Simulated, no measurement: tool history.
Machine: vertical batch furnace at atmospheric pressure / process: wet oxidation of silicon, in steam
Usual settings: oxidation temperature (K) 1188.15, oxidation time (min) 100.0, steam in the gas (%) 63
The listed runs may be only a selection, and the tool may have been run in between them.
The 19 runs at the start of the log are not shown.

| run | hour | oxidation temperature (K) | oxidation time (min) | steam in the gas (%) | wafers since the last listed run | hours since the last temperature calibration | hours since the steam generator was serviced | hours since the gauge calibration | read-back reference wafer on the same gauge, thickness | oxide thickness on the monitor wafer (Å) |
|---|---|---|---|---|---|---|---|---|---|---|
| 20 | 836.1 | 1169.15 | 121.0 | 54 | 813 | 342.2 | 155.3 | 916.2 | 239.67 | 1644.2 |
| 21 | 901.1 | 1180.15 | 115.5 | 54 | 1022 | 407.2 | 220.3 | 981.2 | 240.08 | 1837.0 |
| 22 | 927.7 | 1188.15 | 100.0 | 63 | 418 | 433.8 | 246.9 | 1007.8 | 240.41 | 2039.8 |
| 23 | 1095.8 | 1206.15 | 148.5 | 55 | 2643 | 601.9 | 415.0 | 1175.9 | 240.58 | 3051.7 |
| 24 | 1130.6 | 1200.15 | 100.0 | 63 | 547 | 636.7 | 449.8 | 1210.7 | 240.70 | 2328.9 |
|  | 1138.4 | gauge calibrated |
| 25 | 1166.5 | 1179.15 | 100.0 | 69 | 564 | 672.6 | 485.7 | 28.1 | 236.40 | 1951.2 |
| 26 | 1193.7 | 1188.15 | 100.0 | 70 | 427 | 699.8 | 512.9 | 55.3 | 236.59 | 2198.2 |
| 27 | 1265.3 | 1188.15 | 100.0 | 63 | 1126 | 771.4 | 584.5 | 126.9 | 236.78 | 2002.3 |
| 28 | 1327.6 | 1188.15 | 100.0 | 66 | 979 | 833.7 | 646.8 | 189.2 | 237.08 | 2096.2 |
| 29 | 1397.6 | 1188.15 | 141.0 | 63 | 1101 | 903.7 | 716.8 | 259.2 | 237.48 | 2696.2 |

Forecast run 30:
| 30 | 1458.4 | 1165.15 | 100.0 | 63 | 956 | 964.5 | 777.6 | 320.0 | ? | ? |

{"run 30": {"read-back reference wafer on the same gauge, thickness": 237.85, "oxide thickness on the monitor wafer (Å)": 1497.3}}
Were there no unlogged condition in the tool, this run, its random variation unchanged, would have produced oxide thickness on the monitor wafer (Å) 1486.9.

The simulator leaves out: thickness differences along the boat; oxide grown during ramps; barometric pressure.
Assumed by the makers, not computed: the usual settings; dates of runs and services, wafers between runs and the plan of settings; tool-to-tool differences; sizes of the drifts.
